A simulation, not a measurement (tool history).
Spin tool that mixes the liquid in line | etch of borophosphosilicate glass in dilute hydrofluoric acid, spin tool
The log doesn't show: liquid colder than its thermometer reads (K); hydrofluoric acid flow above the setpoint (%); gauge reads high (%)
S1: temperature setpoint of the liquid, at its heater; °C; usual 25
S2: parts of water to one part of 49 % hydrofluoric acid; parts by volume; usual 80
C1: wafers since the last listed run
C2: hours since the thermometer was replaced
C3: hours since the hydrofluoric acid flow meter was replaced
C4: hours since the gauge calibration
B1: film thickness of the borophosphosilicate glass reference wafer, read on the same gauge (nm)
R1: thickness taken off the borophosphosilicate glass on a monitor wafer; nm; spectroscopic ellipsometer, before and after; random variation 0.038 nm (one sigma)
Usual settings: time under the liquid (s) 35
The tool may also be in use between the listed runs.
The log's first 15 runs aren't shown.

{"run": 16, "hour": 223.1, "S1": 25, "S2": 120, "time under the liquid (s)": 35, "C1": 136, "C2": 182.3, "C3": 155.9, "C4": 80.9, "B1": 69.99, "R1": 7.38}
{"run": 17, "hour": 230.5, "S1": 25, "S2": 80, "time under the liquid (s)": 35, "C1": 62, "C2": 189.7, "C3": 163.3, "C4": 88.3, "B1": 70.02, "R1": 11.67}
{"run": 18, "hour": 239.4, "S1": 25, "S2": 40, "time under the liquid (s)": 45, "C1": 75, "C2": 198.6, "C3": 172.2, "C4": 97.2, "B1": 70.01, "R1": 31.62}
{"run": 19, "hour": 257.6, "S1": 26.5, "S2": 105, "time under the liquid (s)": 50, "C1": 154, "C2": 216.8, "C3": 190.4, "C4": 115.4, "B1": 69.98, "R1": 13.11}
{"run": 20, "hour": 271.5, "S1": 25, "S2": 90, "time under the liquid (s)": 20, "C1": 117, "C2": 230.7, "C3": 204.3, "C4": 129.3, "B1": 70.01, "R1": 5.84}
{"run": 21, "hour": 289.0, "S1": 22, "S2": 110, "time under the liquid (s)": 20, "C1": 148, "C2": 248.2, "C3": 221.8, "C4": 146.8, "B1": 70.01, "R1": 4.15}
{"run": 22, "hour": 302.5, "S1": 27.5, "S2": 40, "time under the liquid (s)": 35, "C1": 114, "C2": 261.7, "C3": 235.3, "C4": 160.3, "B1": 70.01, "R1": 27.13}
{"run": 23, "hour": 320.2, "S1": 25, "S2": 80, "time under the liquid (s)": 35, "C1": 150, "C2": 279.4, "C3": 253, "C4": 178, "B1": 70.02, "R1": 11.6}
{"run": 24, "hour": 335.8, "S1": 25, "S2": 95, "time under the liquid (s)": 35, "C1": 132, "C2": 295, "C3": 268.6, "C4": 193.6, "B1": 70, "R1": 9.59}
{"run": 25, "hour": 352.9, "S1": 25, "S2": 45, "time under the liquid (s)": 45, "C1": 144, "C2": 312.1, "C3": 285.7, "C4": 210.7, "B1": 70, "R1": 27.72}
{"run": 26, "hour": 359.8, "S1": 27, "S2": 115, "time under the liquid (s)": 25, "C1": 58, "C2": 319, "C3": 292.6, "C4": 217.6, "B1": 69.99, "R1": 5.96}
{"run": 27, "hour": 405.5, "S1": 29.5, "S2": 80, "time under the liquid (s)": 35, "C1": 387, "C2": 364.7, "C3": 338.3, "C4": 263.3, "B1": 70.02, "R1": 13.83}
{"run": 28, "hour": 412.4, "S1": 25, "S2": 80, "time under the liquid (s)": 50, "C1": 58, "C2": 371.6, "C3": 345.2, "C4": 270.2, "B1": 69.99, "R1": 16.56}
{"run": 29, "hour": 428.2, "S1": 25, "S2": 80, "time under the liquid (s)": 35, "C1": 133, "C2": 387.4, "C3": 361, "C4": 286, "B1": 70.01, "R1": 11.57}
{"run": 30, "hour": 441.8, "S1": 25, "S2": 95, "time under the liquid (s)": 35, "C1": 115, "C2": 401, "C3": 374.6, "C4": 299.6, "B1": 70.03, "R1": 9.53}
{"run": 31, "hour": 454.7, "S1": 25, "S2": 80, "time under the liquid (s)": 35, "C1": 109, "C2": 413.9, "C3": 387.5, "C4": 312.5, "B1": 70, "R1": 11.55}

Forecast each of these 5 alternatives for the next run:
{"run": "A", "hour": 455.1, "S1": 25, "S2": 80, "time under the liquid (s)": 35, "C1": 3, "C2": 414.3, "C3": 387.9, "C4": 312.9, "B1": "?", "R1": "?"}
{"run": "B", "hour": 455.1, "S1": 28.5, "S2": 105, "time under the liquid (s)": 20, "C1": 3, "C2": 414.3, "C3": 387.9, "C4": 312.9, "B1": "?", "R1": "?"}
{"run": "C", "hour": 455.1, "S1": 28, "S2": 45, "time under the liquid (s)": 50, "C1": 3, "C2": 414.3, "C3": 387.9, "C4": 312.9, "B1": "?", "R1": "?"}
{"run": "D", "hour": 455.1, "S1": 22.5, "S2": 80, "time under the liquid (s)": 50, "C1": 3, "C2": 414.3, "C3": 387.9, "C4": 312.9, "B1": "?", "R1": "?"}
{"run": "E", "hour": 455.1, "S1": 27.5, "S2": 65, "time under the liquid (s)": 25, "C1": 3, "C2": 414.3, "C3": 387.9, "C4": 312.9, "B1": "?", "R1": "?"}

run=A B1=70.01 R1=11.58
run=B B1=70.01 R1=5.59
run=C B1=70.01 R1=34.79
run=D B1=70.01 R1=14.95
run=E B1=70.01 R1=11.47
Without the tool's hidden state the same runs would have given:
run=A R1=11.84
run=B R1=5.71
run=C R1=35.57
run=D R1=15.29
run=E R1=11.73
